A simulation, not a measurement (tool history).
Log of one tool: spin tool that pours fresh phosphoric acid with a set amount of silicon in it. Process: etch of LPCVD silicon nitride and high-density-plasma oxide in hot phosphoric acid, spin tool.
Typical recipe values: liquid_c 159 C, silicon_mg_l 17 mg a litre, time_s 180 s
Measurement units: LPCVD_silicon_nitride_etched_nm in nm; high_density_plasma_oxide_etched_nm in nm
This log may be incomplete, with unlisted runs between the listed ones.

run,hour,liquid_c,silicon_mg_l,time_s,"read-back film thickness of the LPCVD silicon nitride reference wafer, read on the same gauge (nm)","read-back film thickness of the high-density-plasma oxide reference wafer, read on the same gauge (nm)",LPCVD_silicon_nitride_etched_nm,high_density_plasma_oxide_etched_nm
1,0,157.5,11,180,140.03,80.045,13.09,0.484
2,14.2,157.5,11,180,140,80.024,13.13,0.528
# hour 14.9: gauge calibrated
3,23.4,157.5,11,180,139.98,80.011,13.02,0.496
4,30.3,159,17,180,139.97,79.976,13.7,0.393
5,39,159,17,180,140.01,79.979,13.67,0.453
6,49.1,156.5,17,220,139.98,79.984,15.47,0.477
7,65.8,157.5,30.5,180,139.99,79.991,12.96,0.302
# hour 68.3: thermometer replaced
# hour 76: dissolved silicon flow meter replaced
8,83.1,162,26,85,140.03,79.987,7.15,0.218
9,91.5,159,17,180,139.99,80.003,13.69,0.492
10,99.1,159,17,180,140.02,80.023,13.64,0.47
11,111.4,160,13,180,140.02,80.018,14.07,0.601
12,118,159,17,180,139.97,79.978,13.71,0.453
13,130.2,158,12.5,135,139.98,80.011,9.83,0.391
14,137.5,161,24.5,105,139.99,80.018,8.5,0.273
15,154.1,159,17,180,139.98,79.973,13.63,0.535
16,165.4,159,17,180,139.99,79.991,13.6,0.455
17,174.7,161,22,180,140,80.013,14.64,0.419
18,191.6,159,9.5,180,140.01,79.998,13.52,0.549

Run 19, settings as shown, results not yet in. Your forecast:
19,199.3,159,23.5,85,?,?,?,?

read-back film thickness of the LPCVD silicon nitride reference wafer, read on the same gauge (nm): 139.97
read-back film thickness of the high-density-plasma oxide reference wafer, read on the same gauge (nm): 80.022
LPCVD_silicon_nitride_etched_nm: 6.38 nm
high_density_plasma_oxide_etched_nm: 0.219 nm
If the tool had no hidden condition, the same run with the same run-to-run variation would have returned LPCVD_silicon_nitride_etched_nm 6.58 nm, high_density_plasma_oxide_etched_nm 0.234 nm.

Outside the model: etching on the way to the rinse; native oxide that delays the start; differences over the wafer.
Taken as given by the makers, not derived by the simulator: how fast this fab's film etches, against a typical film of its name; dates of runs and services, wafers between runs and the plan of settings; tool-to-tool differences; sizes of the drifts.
